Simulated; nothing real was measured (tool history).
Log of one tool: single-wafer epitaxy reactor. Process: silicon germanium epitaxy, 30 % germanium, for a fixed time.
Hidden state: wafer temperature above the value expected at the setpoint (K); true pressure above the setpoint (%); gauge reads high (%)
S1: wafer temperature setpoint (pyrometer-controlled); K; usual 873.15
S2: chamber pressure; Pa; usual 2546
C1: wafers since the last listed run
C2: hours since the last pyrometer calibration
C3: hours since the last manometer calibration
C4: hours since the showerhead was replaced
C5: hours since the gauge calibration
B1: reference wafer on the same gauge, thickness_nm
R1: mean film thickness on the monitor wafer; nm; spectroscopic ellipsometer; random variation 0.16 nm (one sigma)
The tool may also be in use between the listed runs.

{"run": 1, "hour": 0.0, "S1": 873.15, "S2": 2186, "C1": 0, "C2": 377.3, "C3": 727.3, "C4": 4703.6, "C5": 620.4, "B1": 53.924, "R1": 51.881}
{"run": 2, "hour": 76.0, "S1": 873.15, "S2": 2186, "C1": 1507, "C2": 453.3, "C3": 803.3, "C4": 4779.6, "C5": 696.4, "B1": 53.851, "R1": 51.733}
{"run": 3, "hour": 129.3, "S1": 873.15, "S2": 2186, "C1": 1057, "C2": 506.6, "C3": 856.6, "C4": 4832.9, "C5": 749.7, "B1": 53.868, "R1": 51.994}
{"run": 4, "hour": 172.9, "S1": 873.15, "S2": 2546, "C1": 864, "C2": 550.2, "C3": 900.2, "C4": 4876.5, "C5": 793.3, "B1": 53.978, "R1": 56.3}
{"run": 5, "hour": 238.4, "S1": 873.15, "S2": 2546, "C1": 1299, "C2": 615.7, "C3": 965.7, "C4": 4942.0, "C5": 858.8, "B1": 54.052, "R1": 56.541}
{"run": 6, "hour": 342.0, "S1": 873.15, "S2": 2546, "C1": 2054, "C2": 719.3, "C3": 1069.3, "C4": 5045.6, "C5": 962.4, "B1": 54.011, "R1": 56.563}
{"run": 7, "hour": 448.2, "S1": 868.15, "S2": 2546, "C1": 2106, "C2": 825.5, "C3": 1175.5, "C4": 5151.8, "C5": 1068.6, "B1": 54.057, "R1": 51.033}
{"run": 8, "hour": 519.5, "S1": 868.15, "S2": 2546, "C1": 1414, "C2": 896.8, "C3": 1246.8, "C4": 5223.1, "C5": 1139.9, "B1": 54.057, "R1": 50.933}
{"run": 9, "hour": 561.0, "S1": 868.15, "S2": 2546, "C1": 823, "C2": 938.3, "C3": 1288.3, "C4": 5264.6, "C5": 1181.4, "B1": 54.062, "R1": 51.179}
{"run": 10, "hour": 662.8, "S1": 873.15, "S2": 2546, "C1": 2019, "C2": 1040.1, "C3": 1390.1, "C4": 5366.4, "C5": 1283.2, "B1": 54.084, "R1": 56.575}
{"run": 11, "hour": 736.1, "S1": 873.15, "S2": 2546, "C1": 1453, "C2": 1113.4, "C3": 1463.4, "C4": 5439.7, "C5": 1356.5, "B1": 54.143, "R1": 57.079}
{"run": 12, "hour": 773.7, "S1": 873.15, "S2": 2546, "C1": 745, "C2": 1151.0, "C3": 1501.0, "C4": 5477.3, "C5": 1394.1, "B1": 54.178, "R1": 56.787}
{"run": 13, "hour": 841.3, "S1": 873.15, "S2": 2546, "C1": 1340, "C2": 1218.6, "C3": 1568.6, "C4": 5544.9, "C5": 1461.7, "B1": 54.123, "R1": 56.754}
{"run": 14, "hour": 935.3, "S1": 873.15, "S2": 2026, "C1": 1864, "C2": 1312.6, "C3": 1662.6, "C4": 5638.9, "C5": 1555.7, "B1": 54.114, "R1": 49.933}
{"run": 15, "hour": 981.3, "S1": 879.15, "S2": 2920, "C1": 912, "C2": 1358.6, "C3": 1708.6, "C4": 5684.9, "C5": 1601.7, "B1": 54.148, "R1": 68.47}
{"hour": 989.8, "done": "pyrometer calibrated"}
{"run": 16, "hour": 1033.6, "S1": 880.15, "S2": 3013, "C1": 878, "C2": 43.8, "C3": 1760.9, "C4": 5737.2, "C5": 1654.0, "B1": 54.145, "R1": 71.412}
{"hour": 1104.4, "done": "capacitance manometer re-zeroed and calibrated"}
{"run": 17, "hour": 1114.3, "S1": 881.15, "S2": 2160, "C1": 1441, "C2": 124.5, "C3": 9.9, "C4": 5817.9, "C5": 1734.7, "B1": 54.168, "R1": 61.008}
{"run": 18, "hour": 1184.5, "S1": 863.15, "S2": 2546, "C1": 1392, "C2": 194.7, "C3": 80.1, "C4": 5888.1, "C5": 1804.9, "B1": 54.174, "R1": 46.167}
{"hour": 1197.5, "done": "showerhead replaced"}
{"hour": 1255.6, "done": "gauge calibrated"}
{"run": 19, "hour": 1284.3, "S1": 873.15, "S2": 2546, "C1": 1820, "C2": 294.5, "C3": 179.9, "C4": 86.8, "C5": 28.7, "B1": 53.074, "R1": 55.646}
{"run": 20, "hour": 1335.1, "S1": 882.15, "S2": 3160, "C1": 1007, "C2": 345.3, "C3": 230.7, "C4": 137.6, "C5": 79.5, "B1": 53.122, "R1": 74.602}
{"run": 21, "hour": 1377.5, "S1": 873.15, "S2": 2546, "C1": 840, "C2": 387.7, "C3": 273.1, "C4": 180.0, "C5": 121.9, "B1": 53.238, "R1": 55.984}
{"run": 22, "hour": 1421.7, "S1": 873.15, "S2": 2546, "C1": 876, "C2": 431.9, "C3": 317.3, "C4": 224.2, "C5": 166.1, "B1": 53.277, "R1": 56.195}
{"run": 23, "hour": 1504.4, "S1": 878.15, "S2": 3120, "C1": 1640, "C2": 514.6, "C3": 400.0, "C4": 306.9, "C5": 248.8, "B1": 53.327, "R1": 68.418}
{"run": 24, "hour": 1559.3, "S1": 886.15, "S2": 2546, "C1": 1088, "C2": 569.5, "C3": 454.9, "C4": 361.8, "C5": 303.7, "B1": 53.413, "R1": 72.169}
{"run": 25, "hour": 1665.9, "S1": 873.15, "S2": 2546, "C1": 2114, "C2": 676.1, "C3": 561.5, "C4": 468.4, "C5": 410.3, "B1": 53.554, "R1": 55.861}

3 ways to go on from here, each from the tool as it stands after run 25. What would each give?
{"run": "A", "hour": 1666.3, "S1": 873.15, "S2": 2546, "C1": 7, "C2": 676.5, "C3": 561.9, "C4": 468.8, "C5": 410.7, "B1": "?", "R1": "?"}
{"run": "B", "hour": 1666.3, "S1": 884.15, "S2": 2546, "C1": 7, "C2": 676.5, "C3": 561.9, "C4": 468.8, "C5": 410.7, "B1": "?", "R1": "?"}
{"run": "C", "hour": 1666.3, "S1": 877.15, "S2": 2093, "C1": 7, "C2": 676.5, "C3": 561.9, "C4": 468.8, "C5": 410.7, "B1": "?", "R1": "?"}

run=A B1=53.522 R1=55.769
run=B B1=53.522 R1=69.443
run=C B1=53.522 R1=54.159
Without the tool's hidden state the same runs would have given:
run=A R1=55.452
run=B R1=69.048
run=C R1=53.851
